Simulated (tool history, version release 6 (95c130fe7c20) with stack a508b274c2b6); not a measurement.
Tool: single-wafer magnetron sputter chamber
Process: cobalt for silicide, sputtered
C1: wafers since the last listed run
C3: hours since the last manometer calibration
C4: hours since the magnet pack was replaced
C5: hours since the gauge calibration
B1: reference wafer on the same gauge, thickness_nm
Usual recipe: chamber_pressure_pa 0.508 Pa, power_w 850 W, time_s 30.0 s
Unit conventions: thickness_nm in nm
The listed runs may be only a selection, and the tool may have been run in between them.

Run 1, hour 0.0: usual settings; C1 0; wafers on the sputter target 219; C3 2225.5; C4 8343.5; C5 715.6; B1 11.608. Result: thickness_nm 12.426 nm.
Run 2, hour 49.3: usual settings; C1 1186; wafers on the sputter target 1406; C3 2274.8; C4 8392.8; C5 764.9; B1 11.597. Result: thickness_nm 12.396 nm.
Run 3, hour 76.0: usual settings but time_s 26.6 s; C1 642; wafers on the sputter target 2049; C3 2301.5; C4 8419.5; C5 791.6; B1 11.604. Result: thickness_nm 10.944 nm.
Run 4, hour 128.3: usual settings but time_s 26.6 s; C1 1258; wafers on the sputter target 3308; C3 2353.8; C4 8471.8; C5 843.9; B1 11.592. Result: thickness_nm 10.989 nm.
Run 5, hour 181.4: usual settings; C1 1278; wafers on the sputter target 4586; C3 2406.9; C4 8524.9; C5 897.0; B1 11.570. Result: thickness_nm 12.400 nm.
At hour 269.9: sputter target and shields replaced.
Run 6, hour 294.2: usual settings; C1 2522; wafers on the sputter target 585; C3 2519.7; C4 8637.7; C5 1009.8; B1 11.558. Result: thickness_nm 12.412 nm.
Run 7, hour 326.1: usual settings; C1 767; wafers on the sputter target 1353; C3 2551.6; C4 8669.6; C5 1041.7; B1 11.591. Result: thickness_nm 12.317 nm.
Run 8, hour 350.5: usual settings; C1 587; wafers on the sputter target 1940; C3 2576.0; C4 8694.0; C5 1066.1; B1 11.590. Result: thickness_nm 12.388 nm.
At hour 409.7: capacitance manometer re-zeroed and calibrated.
Run 9, hour 410.2: usual settings but chamber_pressure_pa 0.371 Pa; C1 1244; wafers on the sputter target 3184; C3 0.5; C4 8753.7; C5 1125.8; B1 11.562. Result: thickness_nm 13.254 nm.
Run 10, hour 454.6: usual settings but chamber_pressure_pa 0.371 Pa; C1 1068; wafers on the sputter target 4253; C3 44.9; C4 8798.1; C5 1170.2; B1 11.560. Result: thickness_nm 13.257 nm.
At hour 472.0: magnet pack replaced.
Run 11, hour 503.8: usual settings but power_w 1000 W; C1 991; wafers on the sputter target 5245; C3 94.1; C4 31.8; C5 1219.4; B1 11.566. Result: thickness_nm 14.505 nm.
Run 12, hour 541.5: usual settings but time_s 31.7 s; C1 907; wafers on the sputter target 6153; C3 131.8; C4 69.5; C5 1257.1; B1 11.569. Result: thickness_nm 13.090 nm.
At hour 559.6: sputter target and shields replaced.
At hour 599.2: gauge calibrated.
Run 13, hour 677.8: usual settings but time_s 32.2 s; C1 3088; wafers on the sputter target 2844; C3 268.1; C4 205.8; C5 78.6; B1 11.776. Result: thickness_nm 13.546 nm.
Run 14, hour 747.7: usual settings but chamber_pressure_pa 0.561 Pa, power_w 650 W, time_s 26.7 s; C1 1682; wafers on the sputter target 4527; C3 338.0; C4 275.7; C5 148.5; B1 11.742. Result: thickness_nm 8.301 nm.
Run 15, hour 780.7: usual settings; C1 794; wafers on the sputter target 5321; C3 371.0; C4 308.7; C5 181.5; B1 11.720. Result: thickness_nm 12.512 nm.
At hour 878.3: sputter target and shields replaced.
Run 16, hour 905.8: usual settings but chamber_pressure_pa 0.606 Pa; C1 2818; wafers on the sputter target 661; C3 496.1; C4 433.8; C5 306.6; B1 11.678. Result: thickness_nm 11.863 nm.
Run 17, hour 947.2: usual settings but chamber_pressure_pa 0.616 Pa; C1 996; wafers on the sputter target 1658; C3 537.5; C4 475.2; C5 348.0; B1 11.679. Result: thickness_nm 11.776 nm.
Run 18, hour 1002.3: usual settings but chamber_pressure_pa 0.414 Pa, power_w 900 W; C1 1326; wafers on the sputter target 2984; C3 592.6; C4 530.3; C5 403.1; B1 11.650. Result: thickness_nm 13.892 nm.
Run 19, hour 1060.0: usual settings but chamber_pressure_pa 0.630 Pa, time_s 28.3 s; C1 1388; wafers on the sputter target 4373; C3 650.3; C4 588.0; C5 460.8; B1 11.633. Result: thickness_nm 10.996 nm.
Run 20, hour 1123.1: usual settings but chamber_pressure_pa 0.393 Pa, power_w 950 W; C1 1518; wafers on the sputter target 5892; C3 713.4; C4 651.1; C5 523.9; B1 11.627. Result: thickness_nm 14.790 nm.
At hour 1143.9: sputter target and shields replaced.
Run 21, hour 1192.7: usual settings; C1 1482; wafers on the sputter target 1175; C3 783.0; C4 720.7; C5 593.5; B1 11.618. Result: thickness_nm 12.462 nm.

Hidden state at the last listed run before each entry between runs and at the first one after, where it differs:
From run 5 to run 6: sputter target and shields replaced (hour 269.9)
  gauge reads high (%): -1.8 -> -1.85
  measured result minus the result with no hidden state, thickness_nm: -0.228 -> -0.234 nm
From run 8 to run 9: capacitance manometer re-zeroed and calibrated (hour 409.7)
  gauge reads high (%): -1.87 -> -1.89
  measured result minus the result with no hidden state, thickness_nm: -0.237 -> -0.256 nm
From run 10 to run 11: magnet pack replaced (hour 472.0)
  gauge reads high (%): -1.91 -> -1.92
  measured result minus the result with no hidden state, thickness_nm: -0.258 -> -0.284 nm
From run 12 to run 13: sputter target and shields replaced (hour 559.6); gauge calibrated (hour 599.2)
  gauge reads high (%): -1.93 -> -0.364
  measured result minus the result with no hidden state, thickness_nm: -0.258 -> -0.050 nm
From run 15 to run 16: sputter target and shields replaced (hour 878.3)
  gauge reads high (%): -0.715 -> -1.04
  measured result minus the result with no hidden state, thickness_nm: -0.090 -> -0.124 nm
From run 20 to run 21: sputter target and shields replaced (hour 1143.9)
  gauge reads high (%): -1.41 -> -1.49
  measured result minus the result with no hidden state, thickness_nm: -0.211 -> -0.189 nm
